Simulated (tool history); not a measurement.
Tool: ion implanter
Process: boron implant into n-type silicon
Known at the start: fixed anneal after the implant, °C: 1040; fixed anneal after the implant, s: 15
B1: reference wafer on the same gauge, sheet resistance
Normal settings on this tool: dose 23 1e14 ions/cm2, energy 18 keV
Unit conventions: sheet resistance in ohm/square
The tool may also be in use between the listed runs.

run 1 hour=0 | dose=23 energy=18 | B1=61.12 | sheet_resistance=65.76
run 2 hour=7.9 | dose=23 energy=18 | B1=61.08 | sheet_resistance=65.7
run 3 hour=21.9 | dose=23 energy=18 | B1=61.03 | sheet_resistance=65.89
run 4 hour=33.5 | dose=23 energy=18 | B1=61.02 | sheet_resistance=65.65
run 5 hour=47.4 | dose=23 energy=19.5 | B1=60.96 | sheet_resistance=63.95
run 6 hour=62.1 | dose=23 energy=19.5 | B1=60.94 | sheet_resistance=63.94
run 7 hour=69 | dose=23 energy=19.5 | B1=60.9 | sheet_resistance=63.95
run 8 hour=75.2 | dose=23 energy=18 | B1=60.9 | sheet_resistance=65.66
-- hour=86.9 Faraday cup replaced and dose calibrated
run 9 hour=87.4 | dose=23 energy=18 | B1=60.84 | sheet_resistance=65.55
run 10 hour=93.3 | dose=26.01 energy=23 | B1=60.8 | sheet_resistance=56.91
run 11 hour=104.4 | dose=16.37 energy=12 | B1=60.76 | sheet_resistance=89.54
run 12 hour=117.3 | dose=23 energy=18 | B1=60.72 | sheet_resistance=65.5
run 13 hour=129.8 | dose=23 energy=24 | B1=60.64 | sheet_resistance=60.09
-- hour=131.3 gauge calibrated
-- hour=147.1 extraction supply calibrated
run 14 hour=147.6 | dose=23 energy=18 | B1=61.08 | sheet_resistance=65.78
run 15 hour=157 | dose=23 energy=13 | B1=61.07 | sheet_resistance=75.05
run 16 hour=167.2 | dose=27.2 energy=20.5 | B1=61.06 | sheet_resistance=58.14
run 17 hour=175.1 | dose=28.83 energy=18 | B1=61.04 | sheet_resistance=59.6
run 18 hour=191.4 | dose=23 energy=18 | B1=61.04 | sheet_resistance=65.86

3 ways to go on from here, each from the tool as it stands after run 18. What would each give?
run A hour=191.8 | dose=18.03 energy=18 | B1=? | sheet_resistance=?
run B hour=191.8 | dose=25.44 energy=22.5 | B1=? | sheet_resistance=?
run C hour=191.8 | dose=27.22 energy=15 | B1=? | sheet_resistance=?

run=A B1=61.04 sheet_resistance=75.81
run=B B1=61.04 sheet_resistance=58.28
run=C B1=61.04 sheet_resistance=66.11
Without the tool's hidden state the same runs would have given:
run=A sheet_resistance=75.9
run=B sheet_resistance=58.35
run=C sheet_resistance=66.19
